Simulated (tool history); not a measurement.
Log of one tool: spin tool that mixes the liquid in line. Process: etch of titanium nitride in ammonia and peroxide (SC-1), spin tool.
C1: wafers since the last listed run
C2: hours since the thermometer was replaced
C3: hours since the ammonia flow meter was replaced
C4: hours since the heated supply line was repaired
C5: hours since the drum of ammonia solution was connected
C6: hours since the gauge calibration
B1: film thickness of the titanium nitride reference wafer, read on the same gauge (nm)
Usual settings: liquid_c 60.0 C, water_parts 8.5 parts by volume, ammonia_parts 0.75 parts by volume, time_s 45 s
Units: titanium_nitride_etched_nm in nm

run 1 hour=0.0 | liquid_c=53.0 water_parts=8.5 ammonia_parts=0.55 time_s=45 | C1=0 C2=314.2 C3=637.2 C4=439.0 C5=6.6 C6=476.6 | B1=110.00 | titanium_nitride_etched_nm=6.04
run 2 hour=47.4 | liquid_c=60.0 water_parts=11.0 ammonia_parts=0.75 time_s=45 | C1=632 C2=361.6 C3=684.6 C4=486.4 C5=54.0 C6=524.0 | B1=110.01 | titanium_nitride_etched_nm=9.00
run 3 hour=87.0 | liquid_c=60.0 water_parts=8.5 ammonia_parts=1.10 time_s=20 | C1=528 C2=401.2 C3=724.2 C4=526.0 C5=93.6 C6=563.6 | B1=110.02 | titanium_nitride_etched_nm=4.81
run 4 hour=119.8 | liquid_c=57.0 water_parts=6.0 ammonia_parts=0.75 time_s=30 | C1=437 C2=434.0 C3=757.0 C4=558.8 C5=126.4 C6=596.4 | B1=110.02 | titanium_nitride_etched_nm=6.61
run 5 hour=184.3 | liquid_c=60.0 water_parts=8.5 ammonia_parts=1.05 time_s=55 | C1=860 C2=498.5 C3=821.5 C4=623.3 C5=190.9 C6=660.9 | B1=109.98 | titanium_nitride_etched_nm=13.15
run 6 hour=251.4 | liquid_c=60.0 water_parts=11.5 ammonia_parts=0.75 time_s=45 | C1=895 C2=565.6 C3=888.6 C4=690.4 C5=258.0 C6=728.0 | B1=109.98 | titanium_nitride_etched_nm=8.74
run 7 hour=294.9 | liquid_c=60.0 water_parts=8.5 ammonia_parts=0.75 time_s=45 | C1=580 C2=609.1 C3=932.1 C4=733.9 C5=301.5 C6=771.5 | B1=110.02 | titanium_nitride_etched_nm=10.21
run 8 hour=358.5 | liquid_c=60.0 water_parts=12.5 ammonia_parts=0.75 time_s=55 | C1=848 C2=672.7 C3=995.7 C4=797.5 C5=365.1 C6=835.1 | B1=110.03 | titanium_nitride_etched_nm=10.23
run 9 hour=393.7 | liquid_c=65.5 water_parts=8.5 ammonia_parts=0.75 time_s=65 | C1=469 C2=707.9 C3=1030.9 C4=832.7 C5=400.3 C6=870.3 | B1=110.02 | titanium_nitride_etched_nm=20.92
run 10 hour=423.8 | liquid_c=60.0 water_parts=10.5 ammonia_parts=0.75 time_s=20 | C1=401 C2=738.0 C3=1061.0 C4=862.8 C5=430.4 C6=900.4 | B1=110.00 | titanium_nitride_etched_nm=4.05
run 11 hour=478.0 | liquid_c=60.0 water_parts=9.5 ammonia_parts=0.75 time_s=25 | C1=723 C2=792.2 C3=1115.2 C4=917.0 C5=484.6 C6=954.6 | B1=109.97 | titanium_nitride_etched_nm=5.35
run 12 hour=517.3 | liquid_c=60.0 water_parts=5.0 ammonia_parts=0.75 time_s=45 | C1=524 C2=831.5 C3=1154.5 C4=956.3 C5=523.9 C6=993.9 | B1=110.01 | titanium_nitride_etched_nm=13.00
run 13 hour=543.9 | liquid_c=55.0 water_parts=8.5 ammonia_parts=1.10 time_s=25 | C1=355 C2=858.1 C3=1181.1 C4=982.9 C5=550.5 C6=1020.5 | B1=110.04 | titanium_nitride_etched_nm=4.28
-- hour=577.3 heated supply line repaired
run 14 hour=585.2 | liquid_c=60.0 water_parts=8.5 ammonia_parts=0.75 time_s=60 | C1=537 C2=899.4 C3=1222.4 C4=7.9 C5=591.8 C6=1061.8 | B1=109.98 | titanium_nitride_etched_nm=13.77
run 15 hour=627.0 | liquid_c=60.0 water_parts=8.5 ammonia_parts=0.75 time_s=45 | C1=557 C2=941.2 C3=1264.2 C4=49.7 C5=633.6 C6=1103.6 | B1=109.99 | titanium_nitride_etched_nm=10.28
run 16 hour=670.7 | liquid_c=60.0 water_parts=8.5 ammonia_parts=0.95 time_s=20 | C1=583 C2=984.9 C3=1307.9 C4=93.4 C5=677.3 C6=1147.3 | B1=109.97 | titanium_nitride_etched_nm=4.76
-- hour=680.8 thermometer replaced
run 17 hour=703.7 | liquid_c=60.0 water_parts=8.5 ammonia_parts=0.40 time_s=45 | C1=427 C2=22.9 C3=1340.9 C4=126.4 C5=710.3 C6=1180.3 | B1=109.98 | titanium_nitride_etched_nm=9.26
run 18 hour=768.3 | liquid_c=60.0 water_parts=8.5 ammonia_parts=0.75 time_s=45 | C1=862 C2=87.5 C3=1405.5 C4=191.0 C5=774.9 C6=1244.9 | B1=110.02 | titanium_nitride_etched_nm=10.28
run 19 hour=793.1 | liquid_c=60.0 water_parts=8.5 ammonia_parts=0.75 time_s=45 | C1=331 C2=112.3 C3=1430.3 C4=215.8 C5=799.7 C6=1269.7 | B1=109.98 | titanium_nitride_etched_nm=10.33

Run 20 comes next. What will it give?
run 20 hour=827.3 | liquid_c=60.0 water_parts=8.5 ammonia_parts=0.75 time_s=45 | C1=456 C2=146.5 C3=1464.5 C4=250.0 C5=833.9 C6=1303.9 | B1=? | titanium_nitride_etched_nm=?

{"run 20": {"B1": 109.96, "titanium_nitride_etched_nm": 10.27}}
Without the tool's hidden state the same run would have given titanium_nitride_etched_nm 10.32 nm.
